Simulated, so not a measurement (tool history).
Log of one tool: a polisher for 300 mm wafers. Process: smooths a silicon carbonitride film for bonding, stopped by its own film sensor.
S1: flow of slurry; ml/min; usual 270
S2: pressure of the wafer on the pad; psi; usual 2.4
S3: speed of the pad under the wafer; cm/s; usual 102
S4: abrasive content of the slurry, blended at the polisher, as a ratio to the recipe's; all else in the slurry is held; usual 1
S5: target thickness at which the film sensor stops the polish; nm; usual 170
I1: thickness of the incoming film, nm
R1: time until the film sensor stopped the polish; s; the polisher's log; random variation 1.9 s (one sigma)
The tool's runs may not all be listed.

Run 1, hour 0: usual settings; I1 211.5. Result: R1 145.8 s.
Run 2, hour 13.8: usual settings but S2 2.7 psi, S5 178 nm; I1 209.1. Result: R1 97 s.
Run 3, hour 47.2: usual settings but S3 92 cm/s; I1 209.2. Result: R1 146.5 s.
Run 4, hour 74.4: usual settings but S3 92 cm/s; I1 212.3. Result: R1 156.4 s.
Run 5, hour 90.8: usual settings but S3 92 cm/s; I1 208.2. Result: R1 145.9 s.
At hour 96.6: worn pad replaced by a new one.
Run 6, hour 123.9: usual settings but S1 300 ml/min; I1 208.4. Result: R1 131.9 s.
Run 7, hour 151.2: usual settings; I1 207.4. Result: R1 132.9 s.
Run 8, hour 165.7: usual settings; I1 211.7. Result: R1 145.2 s.
Run 9, hour 188.7: usual settings; I1 210.6. Result: R1 142.3 s.
Run 10, hour 211.2: usual settings; I1 207.3. Result: R1 128.6 s.
Run 11, hour 245.5: usual settings; I1 205.9. Result: R1 126.5 s.
At hour 252.1: worn pad replaced by a new one.
Run 12, hour 269.3: usual settings; I1 209.1. Result: R1 135.3 s.
Run 13, hour 295.4: usual settings; I1 212.1. Result: R1 147.4 s.
Run 14, hour 330.1: usual settings but S4 1.3; I1 213.3. Result: R1 140.3 s.
Run 15, hour 355.9: usual settings but S3 68 cm/s, S5 160 nm; I1 213.2. Result: R1 235.9 s.
Run 16, hour 373.5: usual settings but S5 181 nm; I1 213. Result: R1 113.1 s.
Run 17, hour 399.8: usual settings but S2 1.9 psi; I1 212.4. Result: R1 177.8 s.
At hour 425.8: worn pad replaced by a new one.
Run 18, hour 426.3: usual settings but S3 120 cm/s; I1 206.7. Result: R1 116.2 s.
Run 19, hour 445.8: usual settings but S3 134 cm/s, S4 0.9, S5 161 nm; I1 208.4. Result: R1 140.7 s.
Run 20, hour 480.3: usual settings; I1 210.9. Result: R1 143.8 s.
At hour 492.3: slurry nozzle cleaned.
Run 21, hour 497.9: usual settings; I1 209. Result: R1 139 s.
Run 22, hour 526.7: usual settings; I1 208.4. Result: R1 133.1 s.
At hour 533.5: head pressure recalibrated.
At hour 536.6: slurry blender recalibrated.
Run 23, hour 548.7: usual settings but S1 210 ml/min, S2 2.7 psi, S4 0.75; I1 207.4. Result: R1 131 s.
At hour 580.9: worn pad replaced by a new one.
Run 24, hour 584.3: usual settings but S1 235 ml/min, S4 1.15; I1 209.7. Result: R1 135.8 s.
Run 25, hour 617: usual settings but S3 72 cm/s; I1 208. Result: R1 167.2 s.
Run 26, hour 637.7: usual settings but S5 183 nm; I1 208.3. Result: R1 90.7 s.
Run 27, hour 655.8: usual settings; I1 210.2. Result: R1 141.4 s.
Run 28, hour 685.9: usual settings but S1 180 ml/min, S2 3 psi, S4 1.1; I1 209.1. Result: R1 113.6 s.
Run 29, hour 713.2: usual settings; I1 212.5. Result: R1 151.2 s.

What the log doesn't show, run by run:
removal rate lost through wear of the pad, %: 0 in every run
slurry flow missing at the pad, %: 0 in every run
deviation of the head's pressure from its setpoint, %: 0 in every run
abrasive missing from the slurry, %: 0 in every run

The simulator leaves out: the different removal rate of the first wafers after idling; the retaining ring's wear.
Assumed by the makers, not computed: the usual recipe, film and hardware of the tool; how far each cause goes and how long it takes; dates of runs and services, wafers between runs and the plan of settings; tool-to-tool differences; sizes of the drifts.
